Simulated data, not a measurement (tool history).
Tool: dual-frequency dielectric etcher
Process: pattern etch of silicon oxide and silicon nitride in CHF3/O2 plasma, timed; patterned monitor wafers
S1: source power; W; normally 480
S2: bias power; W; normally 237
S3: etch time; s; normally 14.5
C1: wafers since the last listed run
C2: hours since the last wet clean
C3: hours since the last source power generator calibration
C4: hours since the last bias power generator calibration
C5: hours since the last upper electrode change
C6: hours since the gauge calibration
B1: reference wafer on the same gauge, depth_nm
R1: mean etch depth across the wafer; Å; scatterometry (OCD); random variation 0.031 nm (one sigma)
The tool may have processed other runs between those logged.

run 1 day=0.000 | S1=450 S2=211 S3=14.5 | C1=0 C2=236.3 C3=94.2 C4=4856.6 C5=1781.2 C6=604.1 | B1=18.20 | R1=196.1
run 2 day=1.038 | S1=450 S2=211 S3=14.5 | C1=216 C2=261.2 C3=119.1 C4=4881.5 C5=1806.1 C6=629.0 | B1=18.19 | R1=196.6
run 3 day=1.592 | S1=480 S2=237 S3=14.5 | C1=115 C2=274.5 C3=132.4 C4=4894.8 C5=1819.4 C6=642.3 | B1=18.19 | R1=210.0
run 4 day=2.958 | S1=480 S2=237 S3=14.5 | C1=285 C2=307.3 C3=165.2 C4=4927.6 C5=1852.2 C6=675.1 | B1=18.19 | R1=209.7
run 5 day=3.550 | S1=480 S2=237 S3=14.5 | C1=123 C2=321.5 C3=179.4 C4=4941.8 C5=1866.4 C6=689.3 | B1=18.20 | R1=210.1
run 6 day=4.738 | S1=480 S2=237 S3=14.5 | C1=247 C2=350.0 C3=207.9 C4=4970.3 C5=1894.9 C6=717.8 | B1=18.20 | R1=210.1
run 7 day=5.338 | S1=480 S2=193 S3=12.0 | C1=125 C2=364.4 C3=222.3 C4=4984.7 C5=1909.3 C6=732.2 | B1=18.20 | R1=161.1
run 8 day=5.946 | S1=400 S2=204 S3=13.0 | C1=126 C2=379.0 C3=236.9 C4=4999.3 C5=1923.9 C6=746.8 | B1=18.21 | R1=168.0
run 9 day=6.783 | S1=600 S2=220 S3=12.0 | C1=174 C2=399.1 C3=257.0 C4=5019.4 C5=1944.0 C6=766.9 | B1=18.20 | R1=182.8
run 10 day=7.850 | S1=410 S2=263 S3=11.0 | C1=222 C2=424.7 C3=282.6 C4=5045.0 C5=1969.6 C6=792.5 | B1=18.20 | R1=158.0
run 11 day=8.412 | S1=480 S2=237 S3=14.5 | C1=117 C2=438.2 C3=296.1 C4=5058.5 C5=1983.1 C6=806.0 | B1=18.20 | R1=211.1
-- day=9.771 wet clean of the chamber
run 12 day=9.792 | S1=600 S2=183 S3=16.0 | C1=79 C2=0.5 C3=329.2 C4=5091.6 C5=2016.2 C6=839.1 | B1=18.19 | R1=223.5
-- day=10.096 gauge calibrated
run 13 day=10.588 | S1=480 S2=237 S3=14.5 | C1=166 C2=19.6 C3=348.3 C4=5110.7 C5=2035.3 C6=11.8 | B1=18.21 | R1=206.2
-- day=11.421 bias power generator calibrated
run 14 day=11.808 | S1=480 S2=237 S3=14.5 | C1=220 C2=48.9 C3=377.6 C4=9.3 C5=2064.6 C6=41.1 | B1=18.20 | R1=207.1
run 15 day=13.142 | S1=560 S2=258 S3=12.0 | C1=278 C2=80.9 C3=409.6 C4=41.3 C5=2096.6 C6=73.1 | B1=18.20 | R1=186.5
-- day=14.846 upper electrode replaced
run 16 day=14.867 | S1=480 S2=274 S3=19.0 | C1=151 C2=122.3 C3=451.0 C4=82.7 C5=0.5 C6=114.5 | B1=18.20 | R1=286.7
run 17 day=15.575 | S1=520 S2=290 S3=11.5 | C1=147 C2=139.3 C3=468.0 C4=99.7 C5=17.5 C6=131.5 | B1=18.19 | R1=182.3
run 18 day=16.625 | S1=560 S2=267 S3=10.0 | C1=219 C2=164.5 C3=493.2 C4=124.9 C5=42.7 C6=156.7 | B1=18.21 | R1=157.4
run 19 day=17.171 | S1=400 S2=267 S3=12.5 | C1=113 C2=177.6 C3=506.3 C4=138.0 C5=55.8 C6=169.8 | B1=18.20 | R1=176.3
run 20 day=18.596 | S1=400 S2=296 S3=16.5 | C1=297 C2=211.8 C3=540.5 C4=172.2 C5=90.0 C6=204.0 | B1=18.20 | R1=242.6
run 21 day=19.829 | S1=600 S2=183 S3=16.0 | C1=257 C2=241.4 C3=570.1 C4=201.8 C5=119.6 C6=233.6 | B1=18.20 | R1=225.2
run 22 day=20.596 | S1=480 S2=237 S3=14.5 | C1=160 C2=259.8 C3=588.5 C4=220.2 C5=138.0 C6=252.0 | B1=18.19 | R1=208.1
run 23 day=21.767 | S1=480 S2=237 S3=14.5 | C1=244 C2=287.9 C3=616.6 C4=248.3 C5=166.1 C6=280.1 | B1=18.20 | R1=208.1
run 24 day=23.004 | S1=410 S2=206 S3=16.5 | C1=258 C2=317.6 C3=646.3 C4=278.0 C5=195.8 C6=309.8 | B1=18.20 | R1=213.2
run 25 day=23.633 | S1=480 S2=237 S3=14.5 | C1=131 C2=332.7 C3=661.4 C4=293.1 C5=210.9 C6=324.9 | B1=18.20 | R1=208.5
run 26 day=24.596 | S1=380 S2=208 S3=17.0 | C1=200 C2=355.8 C3=684.5 C4=316.2 C5=234.0 C6=348.0 | B1=18.19 | R1=215.5
run 27 day=25.221 | S1=510 S2=191 S3=12.5 | C1=130 C2=370.8 C3=699.5 C4=331.2 C5=249.0 C6=363.0 | B1=18.20 | R1=169.6
run 28 day=26.646 | S1=480 S2=237 S3=14.5 | C1=297 C2=405.0 C3=733.7 C4=365.4 C5=283.2 C6=397.2 | B1=18.20 | R1=209.2
-- day=28.529 wet clean of the chamber
run 29 day=28.550 | S1=480 S2=255 S3=14.5 | C1=188 C2=0.5 C3=779.4 C4=411.1 C5=328.9 C6=442.9 | B1=18.19 | R1=211.9
run 30 day=28.846 | S1=420 S2=271 S3=18.0 | C1=61 C2=7.6 C3=786.5 C4=418.2 C5=336.0 C6=450.0 | B1=18.19 | R1=258.1

Hidden state, per run?
bias power that arrives over what is set, %: 0 across all the runs
gauge reads high (%): 0 across all the runs
H1: etch rate over this chamber's usual, %
H2: source power that arrives over what is set, %
run=1 H1=1.06 H2=0.0473
run=2 H1=1.16 H2=-0.0544
run=3 H1=1.22 H2=-0.108
run=4 H1=1.36 H2=-0.237
run=5 H1=1.43 H2=-0.292
run=6 H1=1.55 H2=-0.4
run=7 H1=1.61 H2=-0.454
run=8 H1=1.67 H2=-0.508
run=9 H1=1.76 H2=-0.58
run=10 H1=1.87 H2=-0.672
run=11 H1=1.93 H2=-0.719
run=12 H1=-0.246 H2=-0.832
run=13 H1=-0.163 H2=-0.896
run=14 H1=-0.0364 H2=-0.993
run=15 H1=0.102 H2=-1.1
run=16 H1=0.281 H2=-1.22
run=17 H1=0.355 H2=-1.27
run=18 H1=0.464 H2=-1.35
run=19 H1=0.52 H2=-1.39
run=20 H1=0.668 H2=-1.49
run=21 H1=0.797 H2=-1.57
run=22 H1=0.876 H2=-1.62
run=23 H1=0.998 H2=-1.69
run=24 H1=1.13 H2=-1.77
run=25 H1=1.19 H2=-1.81
run=26 H1=1.29 H2=-1.87
run=27 H1=1.36 H2=-1.91
run=28 H1=1.5 H2=-1.99
run=29 H1=0.194 H2=-2.1
run=30 H1=0.225 H2=-2.11
